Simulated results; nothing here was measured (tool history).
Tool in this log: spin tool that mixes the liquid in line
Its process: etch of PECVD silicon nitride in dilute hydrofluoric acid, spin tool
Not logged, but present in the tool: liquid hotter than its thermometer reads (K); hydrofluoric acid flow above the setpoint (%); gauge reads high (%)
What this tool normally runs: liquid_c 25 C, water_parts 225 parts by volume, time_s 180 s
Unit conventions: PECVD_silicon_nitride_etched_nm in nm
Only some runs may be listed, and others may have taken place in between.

| run | hour | liquid_c | water_parts | time_s | wafers since the last listed run | hours since the thermometer was replaced | hours since the hydrofluoric acid flow meter was replaced | hours since the gauge calibration | read-back film thickness of the PECVD silicon nitride reference wafer, read on the same gauge (nm) | PECVD_silicon_nitride_etched_nm |
|---|---|---|---|---|---|---|---|---|---|---|
| 1 | 0 | 25 | 225 | 180 | 0 | 952.3 | 1106.5 | 385.5 | 59.997 | 1.697 |
| 2 | 65.2 | 22.5 | 225 | 180 | 538 | 1017.5 | 1171.7 | 450.7 | 60.008 | 1.37 |
| 3 | 107.5 | 22.5 | 225 | 180 | 349 | 1059.8 | 1214 | 493 | 59.997 | 1.402 |
| 4 | 142.9 | 22.5 | 225 | 180 | 292 | 1095.2 | 1249.4 | 528.4 | 60.005 | 1.402 |
| 5 | 206.8 | 25 | 225 | 180 | 527 | 1159.1 | 1313.3 | 592.3 | 60.025 | 1.651 |
| 6 | 376.7 | 25 | 225 | 180 | 1402 | 1329 | 1483.2 | 762.2 | 59.996 | 1.669 |
| 7 | 418.6 | 25 | 225 | 180 | 345 | 1370.9 | 1525.1 | 804.1 | 60.004 | 1.649 |
| 8 | 444.4 | 28 | 180 | 180 | 212 | 1396.7 | 1550.9 | 829.9 | 59.989 | 2.566 |
| 9 | 477.5 | 23.5 | 225 | 180 | 273 | 1429.8 | 1584 | 863 | 60.011 | 1.514 |
| 10 | 518.9 | 23.5 | 225 | 180 | 341 | 1471.2 | 1625.4 | 904.4 | 60.008 | 1.538 |
| 11 | 575.9 | 25 | 255 | 180 | 470 | 1528.2 | 1682.4 | 961.4 | 59.999 | 1.475 |
|  | 616.9 | thermometer replaced |
| 12 | 787.8 | 25 | 225 | 95 | 1740 | 170.9 | 1894.3 | 1173.3 | 59.982 | 0.834 |
| 13 | 812.4 | 25 | 225 | 95 | 203 | 195.5 | 1918.9 | 1197.9 | 60.012 | 0.842 |
| 14 | 854.9 | 27.5 | 225 | 230 | 350 | 238 | 1961.4 | 1240.4 | 59.985 | 2.31 |
|  | 902.6 | hydrofluoric acid flow meter replaced |
| 15 | 922.6 | 26.5 | 225 | 125 | 550 | 305.7 | 20 | 1308.1 | 59.986 | 1.184 |
| 16 | 986 | 25 | 225 | 85 | 523 | 369.1 | 83.4 | 1371.5 | 59.993 | 0.785 |
| 17 | 1025.8 | 25 | 225 | 135 | 328 | 408.9 | 123.2 | 1411.3 | 60.013 | 1.244 |
| 18 | 1072.3 | 25 | 225 | 180 | 383 | 455.4 | 169.7 | 1457.8 | 59.993 | 1.655 |
| 19 | 1138.6 | 25 | 225 | 180 | 547 | 521.7 | 236 | 1524.1 | 60.001 | 1.659 |
| 20 | 1201.9 | 25 | 225 | 180 | 522 | 585 | 299.3 | 1587.4 | 60.004 | 1.612 |
|  | 1216.2 | gauge calibrated |
| 21 | 1266.7 | 30 | 190 | 180 | 534 | 649.8 | 364.1 | 50.5 | 60.014 | 2.563 |
| 22 | 1317.6 | 23 | 270 | 180 | 420 | 700.7 | 415 | 101.4 | 59.995 | 1.195 |
| 23 | 1476 | 26.5 | 130 | 210 | 1307 | 859.1 | 573.4 | 259.8 | 60.004 | 3.666 |
| 24 | 1524 | 25 | 225 | 180 | 396 | 907.1 | 621.4 | 307.8 | 59.999 | 1.641 |
| 25 | 1584.4 | 23 | 160 | 95 | 498 | 967.5 | 681.8 | 368.2 | 60.02 | 1.082 |
| 26 | 1650.8 | 21.5 | 320 | 180 | 548 | 1033.9 | 748.2 | 434.6 | 60.002 | 0.939 |
| 27 | 1675 | 30 | 225 | 180 | 199 | 1058.1 | 772.4 | 458.8 | 60.006 | 2.233 |

Exercise: give the hidden state of the tool at every run:
hydrofluoric acid flow above the setpoint (%): 0 across all the runs
gauge reads high (%): 0 across all the runs
H1: liquid hotter than its thermometer reads (K)
| run | H1 |
|---|---|
| 1 | 0.992 |
| 2 | 1.06 |
| 3 | 1.1 |
| 4 | 1.13 |
| 5 | 1.2 |
| 6 | 1.36 |
| 7 | 1.4 |
| 8 | 1.43 |
| 9 | 1.46 |
| 10 | 1.5 |
| 11 | 1.56 |
| 12 | 0.45 |
| 13 | 0.475 |
| 14 | 0.517 |
| 15 | 0.583 |
| 16 | 0.646 |
| 17 | 0.685 |
| 18 | 0.731 |
| 19 | 0.796 |
| 20 | 0.859 |
| 21 | 0.923 |
| 22 | 0.973 |
| 23 | 1.13 |
| 24 | 1.18 |
| 25 | 1.24 |
| 26 | 1.3 |
| 27 | 1.33 |

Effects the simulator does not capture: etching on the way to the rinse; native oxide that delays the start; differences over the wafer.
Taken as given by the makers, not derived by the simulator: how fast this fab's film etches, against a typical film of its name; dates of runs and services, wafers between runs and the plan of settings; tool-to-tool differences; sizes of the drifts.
